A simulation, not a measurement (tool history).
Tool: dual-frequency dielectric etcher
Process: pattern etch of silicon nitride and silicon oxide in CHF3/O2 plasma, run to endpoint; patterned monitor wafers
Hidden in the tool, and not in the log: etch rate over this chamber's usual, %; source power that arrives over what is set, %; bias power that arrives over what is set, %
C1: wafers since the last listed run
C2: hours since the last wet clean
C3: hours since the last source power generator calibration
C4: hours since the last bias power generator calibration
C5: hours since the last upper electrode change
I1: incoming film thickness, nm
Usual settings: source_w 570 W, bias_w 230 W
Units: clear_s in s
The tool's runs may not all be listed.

run 1 hour=0 | source_w=570 bias_w=230 | C1=0 C2=10.6 C3=2118.5 C4=1560.4 C5=3199.9 | I1=287.3 | clear_s=198.7
run 2 hour=61.3 | source_w=570 bias_w=230 | C1=571 C2=71.9 C3=2179.8 C4=1621.7 C5=3261.2 | I1=288.2 | clear_s=195.9
run 3 hour=115.6 | source_w=570 bias_w=230 | C1=506 C2=126.2 C3=2234.1 C4=1676 C5=3315.5 | I1=283.4 | clear_s=189.5
run 4 hour=175.4 | source_w=570 bias_w=230 | C1=557 C2=186 C3=2293.9 C4=1735.8 C5=3375.3 | I1=283.8 | clear_s=192
run 5 hour=221.4 | source_w=570 bias_w=230 | C1=428 C2=232 C3=2339.9 C4=1781.8 C5=3421.3 | I1=286.5 | clear_s=190.8
run 6 hour=274 | source_w=610 bias_w=230 | C1=490 C2=284.6 C3=2392.5 C4=1834.4 C5=3473.9 | I1=286.4 | clear_s=187.3
run 7 hour=327.1 | source_w=610 bias_w=230 | C1=495 C2=337.7 C3=2445.6 C4=1887.5 C5=3527 | I1=285 | clear_s=184.6
run 8 hour=373.9 | source_w=650 bias_w=258 | C1=436 C2=384.5 C3=2492.4 C4=1934.3 C5=3573.8 | I1=283.8 | clear_s=172
-- hour=389.9 source power generator calibrated
run 9 hour=416.1 | source_w=650 bias_w=258 | C1=356 C2=426.7 C3=26.2 C4=1976.5 C5=3616 | I1=285.8 | clear_s=174.3
run 10 hour=470 | source_w=650 bias_w=258 | C1=502 C2=480.6 C3=80.1 C4=2030.4 C5=3669.9 | I1=284.7 | clear_s=173.4
-- hour=494.2 wet clean of the chamber
run 11 hour=526.6 | source_w=570 bias_w=230 | C1=303 C2=32.4 C3=136.7 C4=2087 C5=3726.5 | I1=287.7 | clear_s=195.9
run 12 hour=587.2 | source_w=570 bias_w=287 | C1=565 C2=93 C3=197.3 C4=2147.6 C5=3787.1 | I1=284.1 | clear_s=180.1
run 13 hour=611.4 | source_w=570 bias_w=282 | C1=225 C2=117.2 C3=221.5 C4=2171.8 C5=3811.3 | I1=287.6 | clear_s=180.8
-- hour=642.1 bias power generator calibrated
run 14 hour=654.3 | source_w=500 bias_w=230 | C1=362 C2=160.1 C3=264.4 C4=12.2 C5=3854.2 | I1=286.5 | clear_s=203.9
-- hour=788.4 upper electrode replaced
run 15 hour=808.6 | source_w=650 bias_w=258 | C1=1214 C2=314.4 C3=418.7 C4=166.5 C5=20.2 | I1=286.2 | clear_s=176.6
run 16 hour=838 | source_w=610 bias_w=201 | C1=274 C2=343.8 C3=448.1 C4=195.9 C5=49.6 | I1=284.1 | clear_s=193.3
run 17 hour=889.5 | source_w=570 bias_w=269 | C1=480 C2=395.3 C3=499.6 C4=247.4 C5=101.1 | I1=287.3 | clear_s=176.6
run 18 hour=919.8 | source_w=680 bias_w=230 | C1=282 C2=425.6 C3=529.9 C4=277.7 C5=131.4 | I1=285.9 | clear_s=178.5
run 19 hour=952.1 | source_w=650 bias_w=285 | C1=301 C2=457.9 C3=562.2 C4=310 C5=163.7 | I1=282.7 | clear_s=165.4
run 20 hour=994.4 | source_w=630 bias_w=203 | C1=394 C2=500.2 C3=604.5 C4=352.3 C5=206 | I1=288.1 | clear_s=193.8
run 21 hour=1022.7 | source_w=680 bias_w=246 | C1=263 C2=528.5 C3=632.8 C4=380.6 C5=234.3 | I1=286.5 | clear_s=172.1

Hidden state or all else? Some run-to-run changes of clear_s, split into what the settings, what came in and random variation would give without the hidden state, and what is left for the hidden state (with any gauge scatter that isn't in both results):
Run 10 -> 11: source_w 650 -> 570, bias_w 258 -> 230, wet clean of the chamber. clear_s +22.5 s: hidden state +8.6, all else +13.9.
Run 14 -> 15: source_w 500 -> 650, bias_w 230 -> 258, upper electrode replaced. clear_s -27.3 s: hidden state -2.4, all else -24.9.
Run 19 -> 20: source_w 650 -> 630, bias_w 285 -> 203. clear_s +28.4 s: hidden state -2.2, all else +30.6.
